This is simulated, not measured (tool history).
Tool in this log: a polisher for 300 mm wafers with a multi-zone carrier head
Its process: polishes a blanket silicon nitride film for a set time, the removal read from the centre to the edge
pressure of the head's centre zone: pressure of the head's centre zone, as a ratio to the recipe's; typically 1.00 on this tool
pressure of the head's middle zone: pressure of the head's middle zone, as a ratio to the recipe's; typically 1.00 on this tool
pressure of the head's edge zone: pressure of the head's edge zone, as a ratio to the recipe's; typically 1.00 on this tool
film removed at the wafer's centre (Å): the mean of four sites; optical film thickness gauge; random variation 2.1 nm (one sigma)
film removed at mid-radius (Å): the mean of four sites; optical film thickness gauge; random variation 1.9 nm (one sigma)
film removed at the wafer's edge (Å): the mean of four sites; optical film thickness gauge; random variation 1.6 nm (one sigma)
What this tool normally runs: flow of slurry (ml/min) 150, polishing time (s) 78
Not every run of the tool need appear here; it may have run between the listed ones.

| run | hour | flow of slurry (ml/min) | pressure of the head's centre zone | pressure of the head's middle zone | pressure of the head's edge zone | polishing time (s) | wafers since the last listed run | wafers polished on this pad | hours since the slurry nozzle was cleaned | hours since the centre zone pressure was calibrated | hours since the edge zone pressure was calibrated | hours since the carrier head's membrane was replaced | incoming thickness of the incoming film, nm | film removed at the wafer's centre (Å) | film removed at mid-radius (Å) | film removed at the wafer's edge (Å) |
|---|---|---|---|---|---|---|---|---|---|---|---|---|---|---|---|---|
| 1 | 0.0 | 165 | 1.00 | 1.09 | 1.00 | 78 | 0 | 802 | 697.2 | 221.5 | 1311.9 | 576.1 | 641.5 | 1998 | 2114 | 1967 |
| 2 | 11.1 | 165 | 1.00 | 1.09 | 1.00 | 78 | 100 | 903 | 708.3 | 232.6 | 1323.0 | 587.2 | 633.4 | 2014 | 2085 | 1953 |
| 3 | 25.0 | 150 | 1.00 | 1.00 | 1.00 | 78 | 126 | 1029 | 722.2 | 246.5 | 1336.9 | 601.1 | 633.3 | 1946 | 1916 | 1960 |
|  | 40.4 | edge zone pressure recalibrated |
| 4 | 41.8 | 150 | 1.00 | 1.00 | 1.00 | 78 | 134 | 1163 | 739.0 | 263.3 | 1.4 | 617.9 | 648.1 | 1972 | 1925 | 1937 |
| 5 | 52.4 | 150 | 1.00 | 1.00 | 1.00 | 78 | 96 | 1259 | 749.6 | 273.9 | 12.0 | 628.5 | 645.3 | 1924 | 1881 | 1925 |
| 6 | 59.3 | 150 | 1.00 | 1.00 | 1.00 | 78 | 62 | 1322 | 756.5 | 280.8 | 18.9 | 635.4 | 649.0 | 1933 | 1937 | 1926 |
|  | 79.6 | worn pad replaced by a new one |
| 7 | 80.1 | 150 | 1.00 | 1.00 | 1.00 | 78 | 152 | 4 | 777.3 | 301.6 | 39.7 | 656.2 | 645.0 | 1953 | 1883 | 1927 |
| 8 | 89.7 | 150 | 1.00 | 1.00 | 1.00 | 78 | 87 | 91 | 786.9 | 311.2 | 49.3 | 665.8 | 639.3 | 1946 | 1901 | 1970 |
| 9 | 103.6 | 120 | 1.00 | 1.00 | 1.08 | 64 | 126 | 217 | 800.8 | 325.1 | 63.2 | 679.7 | 642.3 | 1519 | 1499 | 1588 |
|  | 105.7 | slurry nozzle cleaned |
| 10 | 117.3 | 135 | 0.90 | 1.07 | 1.07 | 78 | 115 | 332 | 11.6 | 338.8 | 76.9 | 693.4 | 633.0 | 1912 | 2170 | 2052 |
|  | 125.8 | centre zone pressure recalibrated |
| 11 | 126.3 | 120 | 1.03 | 1.00 | 0.96 | 86 | 63 | 396 | 20.6 | 0.5 | 85.9 | 702.4 | 646.9 | 2270 | 2197 | 2167 |
|  | 139.1 | carrier head's membrane replaced by a new one |
| 12 | 139.6 | 150 | 1.00 | 1.09 | 1.00 | 78 | 75 | 471 | 33.9 | 13.8 | 99.2 | 0.5 | 643.4 | 2077 | 2206 | 2032 |
| 13 | 150.7 | 150 | 1.00 | 1.00 | 0.91 | 100 | 100 | 571 | 45.0 | 24.9 | 110.3 | 11.6 | 642.5 | 2685 | 2631 | 2551 |
| 14 | 161.7 | 150 | 1.00 | 1.00 | 0.91 | 63 | 99 | 671 | 56.0 | 35.9 | 121.3 | 22.6 | 635.4 | 1672 | 1638 | 1596 |
| 15 | 174.7 | 150 | 0.89 | 1.00 | 1.00 | 104 | 117 | 789 | 69.0 | 48.9 | 134.3 | 35.6 | 641.2 | 2569 | 2762 | 2686 |
| 16 | 191.4 | 150 | 1.00 | 1.00 | 1.00 | 78 | 151 | 940 | 85.7 | 65.6 | 151.0 | 52.3 | 641.1 | 2074 | 2030 | 2022 |
| 17 | 208.9 | 150 | 0.89 | 1.00 | 1.00 | 78 | 158 | 1099 | 103.2 | 83.1 | 168.5 | 69.8 | 644.7 | 1888 | 2024 | 1996 |
| 18 | 217.9 | 150 | 1.00 | 1.00 | 1.00 | 78 | 81 | 1181 | 112.2 | 92.1 | 177.5 | 78.8 | 638.1 | 2076 | 2028 | 2004 |
|  | 225.7 | worn pad replaced by a new one |
| 19 | 228.7 | 170 | 1.00 | 1.11 | 1.00 | 104 | 61 | 27 | 123.0 | 102.9 | 188.3 | 89.6 | 645.8 | 2794 | 2971 | 2721 |
| 20 | 242.3 | 190 | 1.00 | 0.88 | 1.05 | 78 | 123 | 150 | 136.6 | 116.5 | 201.9 | 103.2 | 650.4 | 2134 | 1895 | 2099 |
| 21 | 248.5 | 150 | 0.95 | 0.95 | 1.09 | 60 | 56 | 207 | 142.8 | 122.7 | 208.1 | 109.4 | 638.3 | 1556 | 1473 | 1618 |
| 22 | 264.3 | 150 | 1.00 | 1.00 | 1.00 | 103 | 143 | 350 | 158.6 | 138.5 | 223.9 | 125.2 | 649.9 | 2742 | 2660 | 2684 |

Below are 4 alternative next runs, each starting from the tool's condition after run 22. Predict each:
| A | 264.7 | 150 | 1.00 | 1.00 | 1.00 | 78 | 3 | 354 | 159.0 | 138.9 | 224.3 | 125.6 | 627.5 | ? | ? | ? |
| B | 264.7 | 150 | 0.93 | 1.00 | 1.00 | 78 | 3 | 354 | 159.0 | 138.9 | 224.3 | 125.6 | 627.5 | ? | ? | ? |
| C | 264.7 | 180 | 1.00 | 0.91 | 1.00 | 78 | 3 | 354 | 159.0 | 138.9 | 224.3 | 125.6 | 627.5 | ? | ? | ? |
| D | 264.7 | 130 | 1.00 | 1.09 | 1.07 | 90 | 3 | 354 | 159.0 | 138.9 | 224.3 | 125.6 | 627.5 | ? | ? | ? |

| run | film removed at the wafer's centre (Å) | film removed at mid-radius (Å) | film removed at the wafer's edge (Å) |
|---|---|---|---|
| A | 2030 | 2016 | 1982 |
| B | 1929 | 2016 | 1982 |
| C | 2087 | 1910 | 2020 |
| D | 2288 | 2450 | 2301 |
Had the tool no hidden state, the same runs would have come out as:
| run | film removed at the wafer's centre (Å) | film removed at mid-radius (Å) | film removed at the wafer's edge (Å) |
|---|---|---|---|
| A | 2058 | 2040 | 1999 |
| B | 1955 | 2041 | 1999 |
| C | 2112 | 1931 | 2036 |
| D | 2323 | 2483 | 2322 |
